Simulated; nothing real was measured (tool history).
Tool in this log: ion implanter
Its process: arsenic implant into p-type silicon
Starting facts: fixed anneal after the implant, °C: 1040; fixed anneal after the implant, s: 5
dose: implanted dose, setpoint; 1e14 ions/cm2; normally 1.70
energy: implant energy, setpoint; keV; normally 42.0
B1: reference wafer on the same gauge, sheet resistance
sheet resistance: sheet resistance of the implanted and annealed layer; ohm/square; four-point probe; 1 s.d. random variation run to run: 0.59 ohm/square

run 1 day=0.000 | dose=1.43 energy=42.0 | B1=367.86 | sheet_resistance=443.44
run 2 day=2.804 | dose=1.43 energy=42.0 | B1=368.03 | sheet_resistance=443.06
run 3 day=4.346 | dose=1.82 energy=42.0 | B1=368.12 | sheet_resistance=376.46
run 4 day=6.150 | dose=1.70 energy=42.0 | B1=367.98 | sheet_resistance=392.75
run 5 day=8.392 | dose=1.70 energy=42.0 | B1=368.06 | sheet_resistance=393.57
run 6 day=11.642 | dose=1.70 energy=42.0 | B1=368.07 | sheet_resistance=394.44
run 7 day=23.229 | dose=1.70 energy=42.0 | B1=367.78 | sheet_resistance=394.04
run 8 day=26.125 | dose=1.70 energy=42.0 | B1=368.07 | sheet_resistance=393.70
run 9 day=30.021 | dose=1.70 energy=42.0 | B1=368.11 | sheet_resistance=395.72
-- day=33.642 gauge calibrated
run 10 day=34.433 | dose=1.70 energy=42.0 | B1=367.98 | sheet_resistance=395.14
run 11 day=36.379 | dose=1.70 energy=42.0 | B1=367.99 | sheet_resistance=395.61
run 12 day=40.829 | dose=1.70 energy=38.0 | B1=368.14 | sheet_resistance=402.61
-- day=41.175 extraction supply calibrated
run 13 day=43.767 | dose=1.70 energy=55.0 | B1=368.02 | sheet_resistance=377.23
-- day=45.333 Faraday cup replaced and dose calibrated
run 14 day=45.604 | dose=1.70 energy=42.0 | B1=367.95 | sheet_resistance=393.25
run 15 day=48.892 | dose=2.01 energy=28.5 | B1=367.95 | sheet_resistance=370.50
run 16 day=51.138 | dose=1.70 energy=42.0 | B1=367.90 | sheet_resistance=392.64
run 17 day=53.912 | dose=1.70 energy=42.0 | B1=367.85 | sheet_resistance=393.48
run 18 day=56.433 | dose=1.21 energy=42.0 | B1=368.00 | sheet_resistance=496.32
run 19 day=60.438 | dose=1.51 energy=29.0 | B1=367.95 | sheet_resistance=455.01
run 20 day=64.333 | dose=1.70 energy=56.5 | B1=367.89 | sheet_resistance=373.16
run 21 day=66.142 | dose=1.70 energy=34.5 | B1=368.02 | sheet_resistance=406.25
run 22 day=69.021 | dose=1.92 energy=30.0 | B1=367.95 | sheet_resistance=380.24

Predict the results of run 23:
run 23 day=71.921 | dose=1.32 energy=42.0 | B1=? | sheet_resistance=?

For run 23 the tool returned B1 368.01, sheet resistance 467.39 ohm/square.
Had the tool carried no hidden state, the very same run would have given sheet resistance 467.77 ohm/square.
